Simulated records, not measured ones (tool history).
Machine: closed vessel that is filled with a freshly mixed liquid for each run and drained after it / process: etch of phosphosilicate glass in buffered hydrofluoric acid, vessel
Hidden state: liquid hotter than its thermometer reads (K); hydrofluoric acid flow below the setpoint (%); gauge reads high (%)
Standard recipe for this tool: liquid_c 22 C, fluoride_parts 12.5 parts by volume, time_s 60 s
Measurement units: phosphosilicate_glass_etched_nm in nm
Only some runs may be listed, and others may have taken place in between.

run	hour	liquid_c	fluoride_parts	time_s	wafers since the last listed run	hours since the thermometer was replaced	hours since the hydrofluoric acid flow meter was replaced	hours since the gauge calibration	read-back film thickness of the phosphosilicate glass reference wafer, read on the same gauge (nm)	phosphosilicate_glass_etched_nm
1	0	23.5	12.5	60	0	2083	1394	1616.3	110.02	167.24
2	52.3	23.5	12.5	60	4523	2135.3	1446.3	1668.6	109.99	168.71
3	93.3	22	12.5	60	3546	2176.3	1487.3	1709.6	110	152.75
4	140.8	22	12.5	60	4108	2223.8	1534.8	1757.1	110.01	154.73
5	167	22	12.5	60	2266	2250	1561	1783.3	110.01	154.8
6	218	22	12.5	50	4411	2301	1612	1834.3	110.04	127.47
7	258.6	22	12.5	50	3511	2341.6	1652.6	1874.9	109.99	127.54
# hour 268.1: gauge calibrated
8	298.5	22	12.5	50	3451	2381.5	1692.5	30.4	109.96	127.42
# hour 319.9: hydrofluoric acid flow meter replaced
9	347.8	22	12.5	70	4177	2430.8	27.9	79.7	110.03	184.75
10	408.3	22	12.5	70	5232	2491.3	88.4	140.2	109.99	188.09
# hour 461.7: thermometer replaced
11	468.3	22	12.5	70	5103	6.6	148.4	200.2	110	186.45
12	509.4	22	12.5	60	3554	47.7	189.5	241.3	110	158
13	534.9	20.5	12.5	45	2205	73.2	215	266.8	110.04	110.01
14	570.4	26.5	17.5	50	3070	108.7	250.5	302.3	110	123.36
15	680	24	11	50	9479	218.3	360.1	411.9	110	165.13
16	740.1	19	12.5	60	5198	278.4	420.2	472	109.98	133.74
17	787.8	22	12.5	35	4125	326.1	467.9	519.7	110.01	92.74
18	836.3	22	12.5	40	4194	374.6	516.4	568.2	109.96	105.12
19	900.7	22	12.5	85	5570	439	580.8	632.6	109.99	223.04
20	936.9	22	15	70	3130	475.2	617	668.8	110.05	152.5
21	984.6	22	12.5	60	4125	522.9	664.7	716.5	109.98	157.53
22	1010.3	26.5	15	60	2222	548.6	690.4	742.2	109.98	168.69
23	1069.4	17	14	75	5111	607.7	749.5	801.3	110.04	133.97
24	1111.7	23.5	12.5	85	3658	650	791.8	843.6	110.01	244.41
25	1148.1	19.5	8	75	3148	686.4	828.2	880	110.06	258.66
26	1313.2	22	17.5	30	14279	851.5	993.3	1045.1	110	55.52
27	1373.7	24.5	12.5	60	5232	912	1053.8	1105.6	109.99	175.91
28	1420.7	22	12.5	50	4065	959	1100.8	1152.6	110.03	128.97
29	1470.8	22	12.5	60	4333	1009.1	1150.9	1202.7	110.03	156.27
30	1500.4	27	12.5	45	2560	1038.7	1180.5	1232.3	109.97	154.79
31	1527.3	27	12.5	45	2326	1065.6	1207.4	1259.2	110	151.63

Alternative continuations, all from the tool just after run 31; predict every row:
A	1528	20	12.5	60	60	1066.3	1208.1	1259.9	?	?
B	1528	22	9.5	45	60	1066.3	1208.1	1259.9	?	?
C	1528	20	12.5	40	60	1066.3	1208.1	1259.9	?	?
D	1528	26.5	12.5	60	60	1066.3	1208.1	1259.9	?	?
E	1528	25	12.5	30	60	1066.3	1208.1	1259.9	?	?

run	read-back film thickness of the phosphosilicate glass reference wafer, read on the same gauge (nm)	phosphosilicate_glass_etched_nm
A	109.96	140.03
B	109.96	152.99
C	109.96	93.35
D	109.96	200.02
E	109.96	92.23
Without the tool's hidden state the same runs would have given:
run	phosphosilicate_glass_etched_nm
A	145.96
B	157.13
C	97.31
D	208.48
E	96.14

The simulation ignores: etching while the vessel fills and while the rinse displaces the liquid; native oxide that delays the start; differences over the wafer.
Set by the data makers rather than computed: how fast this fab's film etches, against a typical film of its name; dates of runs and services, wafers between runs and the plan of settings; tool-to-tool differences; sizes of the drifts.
